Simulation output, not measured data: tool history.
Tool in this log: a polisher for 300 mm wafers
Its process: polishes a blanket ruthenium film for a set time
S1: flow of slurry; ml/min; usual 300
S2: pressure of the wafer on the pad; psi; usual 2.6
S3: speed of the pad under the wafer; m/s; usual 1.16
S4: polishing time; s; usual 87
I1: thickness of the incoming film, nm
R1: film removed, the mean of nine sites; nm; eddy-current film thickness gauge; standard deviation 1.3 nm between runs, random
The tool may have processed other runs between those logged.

run,hour,S1,S2,S3,S4,I1,R1
1,0.0,300,2.3,1.16,87,490.3,142.2
2,16.9,300,2.6,1.16,87,485.2,158.6
3,45.3,300,2.6,1.16,87,484.6,158.2
4,74.6,300,2.6,1.16,87,486.7,153.9
5,90.7,300,2.6,1.16,87,489.3,150.9
6,106.4,300,2.6,1.16,87,485.9,148.6
7,120.1,300,2.6,1.16,87,492.0,145.7
# hour 132.9: worn pad replaced by a new one
8,144.2,300,2.6,1.16,87,493.9,158.6

The next listed run, before its measurement:
9,168.9,240,3.0,1.00,70,487.8,?

Run 9 measured R1 124.3 nm.
Take away the tool's hidden state, keep the run-to-run variation as it was, and the same run would have given R1 137.4 nm.

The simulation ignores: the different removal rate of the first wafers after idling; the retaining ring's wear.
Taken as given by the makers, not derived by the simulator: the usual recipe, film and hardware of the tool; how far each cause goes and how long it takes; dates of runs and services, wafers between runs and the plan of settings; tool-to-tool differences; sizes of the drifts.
